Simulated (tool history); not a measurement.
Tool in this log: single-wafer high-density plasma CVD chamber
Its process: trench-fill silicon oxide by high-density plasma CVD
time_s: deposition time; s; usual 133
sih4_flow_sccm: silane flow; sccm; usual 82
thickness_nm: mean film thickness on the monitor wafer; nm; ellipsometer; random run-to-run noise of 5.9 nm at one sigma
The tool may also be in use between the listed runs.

| run | day | time_s | sih4_flow_sccm | wafers since the last listed run | hours since the silane flow controller was replaced | hours since the gauge calibration | read-back reference wafer on the same gauge, thickness_nm | thickness_nm |
|---|---|---|---|---|---|---|---|---|
| 1 | 0.000 | 133 | 72 | 0 | 1552.7 | 824.5 | 867.437 | 829.224 |
| 2 | 4.321 | 133 | 72 | 1271 | 1656.4 | 928.2 | 865.404 | 837.733 |
| 3 | 6.817 | 121 | 82 | 734 | 1716.3 | 988.1 | 864.468 | 861.342 |
| 4 | 9.467 | 121 | 82 | 779 | 1779.9 | 1051.7 | 864.703 | 852.691 |
|  | 9.596 | gauge calibrated |
| 5 | 11.396 | 121 | 82 | 567 | 1826.2 | 43.2 | 867.660 | 869.386 |
| 6 | 15.829 | 133 | 82 | 1304 | 1932.6 | 149.6 | 869.010 | 945.030 |
| 7 | 19.825 | 133 | 82 | 1175 | 2028.5 | 245.5 | 867.885 | 941.952 |
| 8 | 21.504 | 133 | 82 | 494 | 2068.8 | 285.8 | 867.333 | 956.273 |
| 9 | 23.992 | 133 | 90 | 732 | 2128.5 | 345.5 | 863.554 | 1038.033 |
| 10 | 26.925 | 133 | 82 | 863 | 2198.9 | 415.9 | 864.811 | 941.913 |
| 11 | 30.046 | 133 | 82 | 918 | 2273.8 | 490.8 | 864.746 | 942.904 |
| 12 | 33.333 | 142 | 82 | 967 | 2352.7 | 569.7 | 867.486 | 998.575 |
|  | 37.362 | silane flow controller replaced |
| 13 | 37.388 | 113 | 82 | 1094 | 0.6 | 667.0 | 864.420 | 843.030 |
| 14 | 41.188 | 156 | 77 | 1118 | 91.8 | 758.2 | 864.676 | 1074.334 |
| 15 | 42.838 | 112 | 73 | 485 | 131.4 | 797.8 | 866.395 | 735.911 |
| 16 | 46.229 | 133 | 82 | 998 | 212.8 | 879.2 | 865.089 | 986.228 |
| 17 | 49.317 | 133 | 70 | 908 | 286.9 | 953.3 | 864.685 | 836.946 |
| 18 | 53.362 | 133 | 71 | 1190 | 384.0 | 1050.4 | 867.912 | 852.413 |
|  | 54.454 | gauge calibrated |
| 19 | 57.750 | 133 | 73 | 1291 | 489.3 | 79.1 | 867.076 | 871.883 |
| 20 | 59.792 | 153 | 82 | 600 | 538.3 | 128.1 | 866.167 | 1119.219 |
| 21 | 62.425 | 153 | 82 | 774 | 601.5 | 191.3 | 864.199 | 1114.343 |
| 22 | 64.654 | 117 | 76 | 656 | 655.0 | 244.8 | 865.815 | 796.745 |
| 23 | 67.562 | 109 | 88 | 855 | 724.8 | 314.6 | 866.363 | 860.440 |
| 24 | 69.171 | 110 | 71 | 473 | 763.4 | 353.2 | 864.773 | 705.739 |
| 25 | 72.904 | 110 | 89 | 1098 | 853.0 | 442.8 | 864.540 | 870.453 |
| 26 | 76.371 | 133 | 82 | 1020 | 936.2 | 526.0 | 862.725 | 964.360 |

Predict the results of run 27:
| 27 | 79.254 | 133 | 82 | 848 | 1005.4 | 595.2 | ? | ? |

read-back reference wafer on the same gauge, thickness_nm: 865.843
thickness_nm: 960.826 nm
If the tool had no hidden condition, the same run with the same run-to-run variation would have returned thickness_nm 980.938 nm.
